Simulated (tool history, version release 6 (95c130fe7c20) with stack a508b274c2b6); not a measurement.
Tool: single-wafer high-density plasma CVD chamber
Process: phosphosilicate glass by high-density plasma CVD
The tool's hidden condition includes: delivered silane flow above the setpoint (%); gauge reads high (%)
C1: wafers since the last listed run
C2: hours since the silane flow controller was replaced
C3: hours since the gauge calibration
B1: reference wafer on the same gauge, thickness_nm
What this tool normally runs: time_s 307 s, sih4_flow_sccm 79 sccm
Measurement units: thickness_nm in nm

run 1 hour=0 | time_s=307 sih4_flow_sccm=79 | C1=0 C2=3772 C3=209.5 | B1=2058.882 | thickness_nm=2528.237
run 2 hour=14.4 | time_s=289 sih4_flow_sccm=79 | C1=78 C2=3786.4 C3=223.9 | B1=2058.923 | thickness_nm=2382.66
run 3 hour=25.6 | time_s=289 sih4_flow_sccm=79 | C1=61 C2=3797.6 C3=235.1 | B1=2060.651 | thickness_nm=2379.714
run 4 hour=38 | time_s=307 sih4_flow_sccm=79 | C1=67 C2=3810 C3=247.5 | B1=2059.614 | thickness_nm=2502.537
run 5 hour=54.6 | time_s=307 sih4_flow_sccm=79 | C1=90 C2=3826.6 C3=264.1 | B1=2059.762 | thickness_nm=2523.424
run 6 hour=68.9 | time_s=342 sih4_flow_sccm=75 | C1=78 C2=3840.9 C3=278.4 | B1=2061.01 | thickness_nm=2673.185
run 7 hour=76.6 | time_s=342 sih4_flow_sccm=75 | C1=42 C2=3848.6 C3=286.1 | B1=2059.76 | thickness_nm=2638.465
run 8 hour=88.8 | time_s=307 sih4_flow_sccm=84 | C1=66 C2=3860.8 C3=298.3 | B1=2059.445 | thickness_nm=2668.828
run 9 hour=95.8 | time_s=307 sih4_flow_sccm=84 | C1=38 C2=3867.8 C3=305.3 | B1=2060.737 | thickness_nm=2662.3
run 10 hour=112.6 | time_s=307 sih4_flow_sccm=84 | C1=92 C2=3884.6 C3=322.1 | B1=2060.797 | thickness_nm=2642.995
run 11 hour=125.4 | time_s=261 sih4_flow_sccm=70 | C1=70 C2=3897.4 C3=334.9 | B1=2061.51 | thickness_nm=1879.364
run 12 hour=134.2 | time_s=261 sih4_flow_sccm=70 | C1=48 C2=3906.2 C3=343.7 | B1=2060.755 | thickness_nm=1895.96
run 13 hour=147.6 | time_s=307 sih4_flow_sccm=79 | C1=73 C2=3919.6 C3=357.1 | B1=2062.097 | thickness_nm=2485.771
run 14 hour=159.9 | time_s=307 sih4_flow_sccm=79 | C1=67 C2=3931.9 C3=369.4 | B1=2059.544 | thickness_nm=2507.239
run 15 hour=166.9 | time_s=265 sih4_flow_sccm=79 | C1=38 C2=3938.9 C3=376.4 | B1=2057.657 | thickness_nm=2168.443
run 16 hour=183.6 | time_s=307 sih4_flow_sccm=83 | C1=91 C2=3955.6 C3=393.1 | B1=2060.677 | thickness_nm=2632.218
run 17 hour=199.5 | time_s=307 sih4_flow_sccm=83 | C1=87 C2=3971.5 C3=409 | B1=2060.238 | thickness_nm=2642.708
run 18 hour=206.6 | time_s=307 sih4_flow_sccm=83 | C1=38 C2=3978.6 C3=416.1 | B1=2061.293 | thickness_nm=2611.695
run 19 hour=221 | time_s=328 sih4_flow_sccm=79 | C1=78 C2=3993 C3=430.5 | B1=2060.53 | thickness_nm=2687.598
run 20 hour=234.9 | time_s=307 sih4_flow_sccm=79 | C1=76 C2=4006.9 C3=444.4 | B1=2058.309 | thickness_nm=2538.723
run 21 hour=244.3 | time_s=307 sih4_flow_sccm=79 | C1=51 C2=4016.3 C3=453.8 | B1=2059.127 | thickness_nm=2511.447
run 22 hour=260.4 | time_s=307 sih4_flow_sccm=79 | C1=88 C2=4032.4 C3=469.9 | B1=2061.355 | thickness_nm=2522.864
run 23 hour=271.6 | time_s=307 sih4_flow_sccm=79 | C1=61 C2=4043.6 C3=481.1 | B1=2059.962 | thickness_nm=2496.427
-- hour=273.1 gauge calibrated
run 24 hour=285.7 | time_s=335 sih4_flow_sccm=69 | C1=77 C2=4057.7 C3=12.6 | B1=2061.164 | thickness_nm=2408.673
run 25 hour=317.7 | time_s=307 sih4_flow_sccm=79 | C1=175 C2=4089.7 C3=44.6 | B1=2058.232 | thickness_nm=2505.231
run 26 hour=324.6 | time_s=272 sih4_flow_sccm=87 | C1=37 C2=4096.6 C3=51.5 | B1=2058.331 | thickness_nm=2449.718
run 27 hour=339.4 | time_s=307 sih4_flow_sccm=79 | C1=81 C2=4111.4 C3=66.3 | B1=2058.369 | thickness_nm=2515.529
run 28 hour=349 | time_s=291 sih4_flow_sccm=75 | C1=52 C2=4121 C3=75.9 | B1=2062.976 | thickness_nm=2244.523
-- hour=372.7 silane flow controller replaced
run 29 hour=373.2 | time_s=271 sih4_flow_sccm=79 | C1=88 C2=0.5 C3=100.1 | B1=2057.778 | thickness_nm=2210.443
run 30 hour=374.5 | time_s=307 sih4_flow_sccm=79 | C1=7 C2=1.8 C3=101.4 | B1=2058.266 | thickness_nm=2519.565

For run 31, what comes out?
run 31 hour=380.6 | time_s=277 sih4_flow_sccm=84 | C1=33 C2=7.9 C3=107.5 | B1=? | thickness_nm=?

B1: 2059.479
thickness_nm: 2393.17 nm
On a tool with no hidden condition, and with the same random variation, this run would have come out at thickness_nm 2393.17 nm.
